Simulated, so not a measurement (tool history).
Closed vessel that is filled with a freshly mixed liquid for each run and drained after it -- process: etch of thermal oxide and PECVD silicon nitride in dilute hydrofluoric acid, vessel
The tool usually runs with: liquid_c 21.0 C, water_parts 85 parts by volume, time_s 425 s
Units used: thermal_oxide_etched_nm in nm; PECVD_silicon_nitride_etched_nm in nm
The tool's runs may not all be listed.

run   hour  liquid_c  water_parts  time_s  wafers since the last listed run  hours since the thermometer was replaced  hours since the hydrofluoric acid flow meter was replaced  hours since the gauge calibration  read-back film thickness of the thermal oxide reference wafer, read on the same gauge (nm)  read-back film thickness of the PECVD silicon nitride reference wafer, read on the same gauge (nm)  thermal_oxide_etched_nm  PECVD_silicon_nitride_etched_nm
  1    0.0      18.5           85     425                                 0                                    2490.5                                                     2336.7                              140.8                                                                                      139.99                                                                                               29.96                    21.94                             9.99
  2   94.3      18.5           85     425                              8671                                    2584.8                                                     2431.0                              235.1                                                                                      140.02                                                                                               29.97                    21.64                             9.82
  3  122.9      18.5           85     425                              2630                                    2613.4                                                     2459.6                              263.7                                                                                      140.01                                                                                               30.02                    22.09                             9.95
  4  150.6      21.0           85     425                              2547                                    2641.1                                                     2487.3                              291.4                                                                                      140.02                                                                                               29.97                    24.06                            11.83
  5  182.3      21.0           85     425                              2915                                    2672.8                                                     2519.0                              323.1                                                                                      140.00                                                                                               30.00                    24.57                            11.75
  6  204.7      21.0           85     425                              2059                                    2695.2                                                     2541.4                              345.5                                                                                      139.99                                                                                               30.06                    24.29                            11.85
     251.7  -- hydrofluoric acid flow meter replaced
  7  267.4      21.0           85     425                              5673                                    2757.9                                                       15.7                              408.2                                                                                      140.03                                                                                               29.97                    24.49                            12.10
  8  300.8      21.0           85     425                              3071                                    2791.3                                                       49.1                              441.6                                                                                      140.00                                                                                               30.00                    24.38                            11.95
  9  314.6      21.0           85     425                              1269                                    2805.1                                                       62.9                              455.4                                                                                      139.97                                                                                               30.05                    24.34                            12.13
 10  334.1      21.0           85     425                              1793                                    2824.6                                                       82.4                              474.9                                                                                      140.01                                                                                               30.02                    24.75                            11.71
 11  357.0      23.0           85     520                              2105                                    2847.5                                                      105.3                              497.8                                                                                      140.02                                                                                               29.99                    32.51                            16.75
 12  378.6      23.0           85     520                              1986                                    2869.1                                                      126.9                              519.4                                                                                      140.00                                                                                               30.05                    32.51                            16.66
 13  391.7      23.0           85     520                              1204                                    2882.2                                                      140.0                              532.5                                                                                      140.02                                                                                               29.98                    32.53                            16.63
 14  408.5      26.0          115     190                              1544                                    2899.0                                                      156.8                              549.3                                                                                      140.02                                                                                               30.05                     9.53                             5.52
     424.6  -- gauge calibrated
 15  431.6      21.0           85     315                              2124                                    2922.1                                                      179.9                                7.0                                                                                      139.99                                                                                               29.98                    18.00                             8.88

Estimate the outcome of run 16 from the log above:
 16  515.0      22.5          125     425                              7669                                    3005.5                                                      263.3                               90.4                                                                                           ?                                                                                                   ?                        ?                                ?

read-back film thickness of the thermal oxide reference wafer, read on the same gauge (nm): 140.00
read-back film thickness of the PECVD silicon nitride reference wafer, read on the same gauge (nm): 30.01
thermal_oxide_etched_nm: 16.96 nm
PECVD_silicon_nitride_etched_nm: 9.06 nm
With no hidden state in the tool, this same run would have given thermal_oxide_etched_nm 15.23 nm, PECVD_silicon_nitride_etched_nm 7.56 nm.

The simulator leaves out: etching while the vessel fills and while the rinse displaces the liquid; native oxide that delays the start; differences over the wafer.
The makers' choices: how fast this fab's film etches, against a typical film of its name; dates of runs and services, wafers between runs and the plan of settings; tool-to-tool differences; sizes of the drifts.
